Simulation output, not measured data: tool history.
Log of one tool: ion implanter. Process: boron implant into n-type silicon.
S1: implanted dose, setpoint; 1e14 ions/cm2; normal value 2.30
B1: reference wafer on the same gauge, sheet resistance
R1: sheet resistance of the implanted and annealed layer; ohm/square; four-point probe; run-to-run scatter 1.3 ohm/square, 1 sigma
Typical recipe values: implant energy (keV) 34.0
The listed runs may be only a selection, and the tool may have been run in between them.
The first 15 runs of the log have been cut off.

run 16 hour=685.1 | S1=1.92 implant_energy_(keV)=40.5 | B1=348.93 | R1=364.52
run 17 hour=730.9 | S1=2.30 implant_energy_(keV)=34.0 | B1=348.26 | R1=325.07
run 18 hour=775.5 | S1=2.30 implant_energy_(keV)=34.0 | B1=347.30 | R1=323.03
run 19 hour=862.6 | S1=1.61 implant_energy_(keV)=44.0 | B1=346.66 | R1=407.14
run 20 hour=888.0 | S1=1.69 implant_energy_(keV)=34.0 | B1=346.47 | R1=406.00
run 21 hour=919.7 | S1=2.30 implant_energy_(keV)=34.0 | B1=345.97 | R1=323.29
-- hour=937.4 gauge calibrated
run 22 hour=957.2 | S1=2.30 implant_energy_(keV)=34.0 | B1=359.39 | R1=333.79
-- hour=993.8 extraction supply calibrated
run 23 hour=998.7 | S1=2.30 implant_energy_(keV)=38.5 | B1=358.92 | R1=326.73
run 24 hour=1062.5 | S1=2.65 implant_energy_(keV)=44.0 | B1=358.05 | R1=289.33
run 25 hour=1100.8 | S1=2.14 implant_energy_(keV)=34.0 | B1=358.00 | R1=349.94

Expected results for the next run?
run 26 hour=1143.3 | S1=2.30 implant_energy_(keV)=34.0 | B1=? | R1=?

B1: 357.16
R1: 331.97 ohm/square
Minus the tool's unlogged condition, the same run would have read R1 333.93 ohm/square.
